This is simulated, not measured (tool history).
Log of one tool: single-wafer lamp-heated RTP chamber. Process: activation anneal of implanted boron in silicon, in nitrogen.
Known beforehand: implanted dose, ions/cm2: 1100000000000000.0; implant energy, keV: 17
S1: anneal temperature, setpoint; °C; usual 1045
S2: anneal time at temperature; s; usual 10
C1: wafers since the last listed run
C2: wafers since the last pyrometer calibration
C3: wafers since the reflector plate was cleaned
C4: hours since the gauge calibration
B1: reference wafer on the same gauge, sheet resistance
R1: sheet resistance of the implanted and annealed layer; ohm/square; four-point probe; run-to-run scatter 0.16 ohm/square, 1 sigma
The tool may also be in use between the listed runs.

| run | hour | S1 | S2 | C1 | C2 | C3 | C4 | B1 | R1 |
|---|---|---|---|---|---|---|---|---|---|
| 1 | 0 | 1045 | 10 | 0 | 6860 | 4708 | 1226 | 119.02 | 107.83 |
|  | 42.3 | pyrometer window cleaned and pyrometer calibrated |
| 2 | 55 | 1062 | 13 | 1124 | 303 | 5832 | 1281 | 118.98 | 107.61 |
| 3 | 230.9 | 1045 | 14 | 4207 | 4511 | 10040 | 1456.9 | 119.03 | 107.72 |
|  | 309.9 | reflector plate cleaned |
|  | 371.2 | pyrometer window cleaned and pyrometer calibrated |
| 4 | 429.6 | 1045 | 14 | 4370 | 1396 | 2672 | 1655.6 | 119.07 | 108.05 |
| 5 | 469.8 | 1045 | 10 | 961 | 2358 | 3633 | 1695.8 | 118.97 | 108.07 |
| 6 | 520.7 | 1045 | 10 | 1217 | 3575 | 4851 | 1746.7 | 119.03 | 108.11 |
|  | 541.4 | gauge calibrated |
| 7 | 548 | 1026 | 9 | 653 | 4228 | 5504 | 6.6 | 119.02 | 109.29 |
| 8 | 597.6 | 1026 | 9 | 1186 | 5415 | 6690 | 56.2 | 119.09 | 109.27 |
| 9 | 664.8 | 1045 | 10 | 1607 | 7022 | 8298 | 123.4 | 118.89 | 107.87 |
|  | 711.7 | pyrometer window cleaned and pyrometer calibrated |
| 10 | 722.1 | 1045 | 10 | 1179 | 249 | 9477 | 180.7 | 118.89 | 108.26 |
| 11 | 780.3 | 1045 | 10 | 1392 | 1641 | 10869 | 238.9 | 119.06 | 108.22 |
| 12 | 826 | 1057 | 7 | 1093 | 2734 | 11962 | 284.6 | 118.95 | 108.16 |
| 13 | 855.9 | 1057 | 7 | 715 | 3449 | 12677 | 314.5 | 119.07 | 108.01 |
| 14 | 917.2 | 1029 | 10 | 1466 | 4915 | 14144 | 375.8 | 119.01 | 108.86 |
|  | 936.4 | reflector plate cleaned |
| 15 | 946.5 | 1029 | 10 | 509 | 5425 | 240 | 405.1 | 118.94 | 109.07 |
| 16 | 1011.9 | 1045 | 10 | 1564 | 6989 | 1805 | 470.5 | 119.07 | 107.86 |
|  | 1049.9 | pyrometer window cleaned and pyrometer calibrated |
| 17 | 1079.8 | 1074 | 13 | 1432 | 714 | 3237 | 538.4 | 119 | 107.27 |
| 18 | 1132.4 | 1055 | 14 | 1258 | 1972 | 4496 | 591 | 118.94 | 107.45 |
| 19 | 1179.7 | 1045 | 10 | 1131 | 3103 | 5627 | 638.3 | 119 | 108.29 |
| 20 | 1205.4 | 1045 | 10 | 614 | 3718 | 6242 | 664 | 118.98 | 107.96 |
| 21 | 1235.5 | 1029 | 5 | 719 | 4438 | 6962 | 694.1 | 118.97 | 109.46 |
| 22 | 1307.4 | 1060 | 14 | 1719 | 6158 | 8682 | 766 | 118.94 | 107.37 |
| 23 | 1331.6 | 1070 | 7 | 578 | 6737 | 9260 | 790.2 | 119.02 | 107.82 |
| 24 | 1391.5 | 1056 | 15 | 1432 | 8170 | 10693 | 850.1 | 118.95 | 107.21 |
|  | 1420.5 | pyrometer window cleaned and pyrometer calibrated |
| 25 | 1460.9 | 1045 | 10 | 1468 | 967 | 12162 | 919.5 | 118.92 | 108.29 |
|  | 1503.8 | reflector plate cleaned |
| 26 | 1504.3 | 1075 | 4 | 846 | 1813 | 10 | 962.9 | 119.08 | 108.45 |
| 27 | 1545.9 | 1045 | 10 | 995 | 2808 | 1006 | 1004.5 | 119.11 | 108.05 |

Run 28 comes next. What will it give?
| 28 | 1612.2 | 1045 | 10 | 1585 | 4394 | 2591 | 1070.8 | ? | ? |

{"run 28": {"B1": 118.93, "R1": 108.1}}
Without the tool's hidden state the same run would have given R1 108.64 ohm/square.

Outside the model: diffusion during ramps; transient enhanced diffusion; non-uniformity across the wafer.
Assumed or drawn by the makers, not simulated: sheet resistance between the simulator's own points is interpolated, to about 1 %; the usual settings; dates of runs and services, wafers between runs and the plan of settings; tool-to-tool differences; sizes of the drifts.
